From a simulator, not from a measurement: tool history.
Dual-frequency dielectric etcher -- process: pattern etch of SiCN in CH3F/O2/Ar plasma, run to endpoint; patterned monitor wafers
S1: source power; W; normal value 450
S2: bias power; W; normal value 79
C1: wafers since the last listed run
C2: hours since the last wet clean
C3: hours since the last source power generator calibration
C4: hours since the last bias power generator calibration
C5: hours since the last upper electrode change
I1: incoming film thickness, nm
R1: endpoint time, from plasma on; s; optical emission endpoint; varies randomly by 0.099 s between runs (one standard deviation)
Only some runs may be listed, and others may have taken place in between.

Run 1, hour 0: usual settings but S2 94 W; C1 0; C2 382.9; C3 2568.9; C4 5081.9; C5 3197.2; I1 7.49. Result: R1 17.5 s.
Run 2, hour 6.3: usual settings but S2 94 W; C1 101; C2 389.2; C3 2575.2; C4 5088.2; C5 3203.5; I1 7.45. Result: R1 17.6 s.
Run 3, hour 16: usual settings; C1 156; C2 398.9; C3 2584.9; C4 5097.9; C5 3213.2; I1 7.48. Result: R1 18.5 s.
Run 4, hour 30.2: usual settings; C1 229; C2 413.1; C3 2599.1; C4 5112.1; C5 3227.4; I1 7.61. Result: R1 18.9 s.
Run 5, hour 46: usual settings; C1 255; C2 428.9; C3 2614.9; C4 5127.9; C5 3243.2; I1 7.51. Result: R1 18.4 s.
At hour 76.8: wet clean of the chamber.
Run 6, hour 77.3: usual settings but S2 88 W; C1 117; C2 0.5; C3 2646.2; C4 5159.2; C5 3274.5; I1 7.43. Result: R1 17.8 s.
Run 7, hour 77.7: usual settings but S1 540 W; C1 6; C2 0.9; C3 2646.6; C4 5159.6; C5 3274.9; I1 7.45. Result: R1 17.4 s.
At hour 94.3: source power generator calibrated.
At hour 115.8: upper electrode replaced.
Run 8, hour 116.3: usual settings but S1 540 W; C1 210; C2 39.5; C3 22; C4 5198.2; C5 0.5; I1 7.5. Result: R1 17.6 s.
Run 9, hour 116.7: usual settings; C1 6; C2 39.9; C3 22.4; C4 5198.6; C5 0.9; I1 7.48. Result: R1 18.6 s.
Run 10, hour 117: usual settings but S1 520 W, S2 60 W; C1 4; C2 40.2; C3 22.7; C4 5198.9; C5 1.2; I1 7.52. Result: R1 19.1 s.
Run 11, hour 130.8: usual settings but S1 560 W, S2 71 W; C1 222; C2 54; C3 36.5; C4 5212.7; C5 15; I1 7.46. Result: R1 17.9 s.
At hour 140.7: bias power generator calibrated.
Run 12, hour 144.6: usual settings but S1 390 W, S2 67 W; C1 158; C2 67.8; C3 50.3; C4 3.9; C5 28.8; I1 7.53. Result: R1 20.3 s.
Run 13, hour 161.9: usual settings but S1 550 W, S2 94 W; C1 279; C2 85.1; C3 67.6; C4 21.2; C5 46.1; I1 7.44. Result: R1 16.5 s.
Run 14, hour 177.1: usual settings but S1 540 W, S2 69 W; C1 245; C2 100.3; C3 82.8; C4 36.4; C5 61.3; I1 7.47. Result: R1 18.2 s.
Run 15, hour 185.5: usual settings but S1 540 W, S2 62 W; C1 135; C2 108.7; C3 91.2; C4 44.8; C5 69.7; I1 7.55. Result: R1 18.8 s.
Run 16, hour 194.9: usual settings but S1 370 W; C1 151; C2 118.1; C3 100.6; C4 54.2; C5 79.1; I1 7.53. Result: R1 19.7 s.
Run 17, hour 212.8: usual settings but S1 540 W, S2 73 W; C1 289; C2 136; C3 118.5; C4 72.1; C5 97; I1 7.55. Result: R1 18.1 s.

Describe how what the log doesn't record of the tool's condition differs between the last listed run preceding each entry between runs and the first listed run following it.
In the gap between runs 5 and 6: wet clean of the chamber (hour 76.8)
  no difference in the tool's unlogged condition between these two runs
In the gap between runs 7 and 8: source power generator calibrated (hour 94.3); upper electrode replaced (hour 115.8)
  no difference in the tool's unlogged condition between these two runs
In the gap between runs 11 and 12: bias power generator calibrated (hour 140.7)
  no difference in the tool's unlogged condition between these two runs
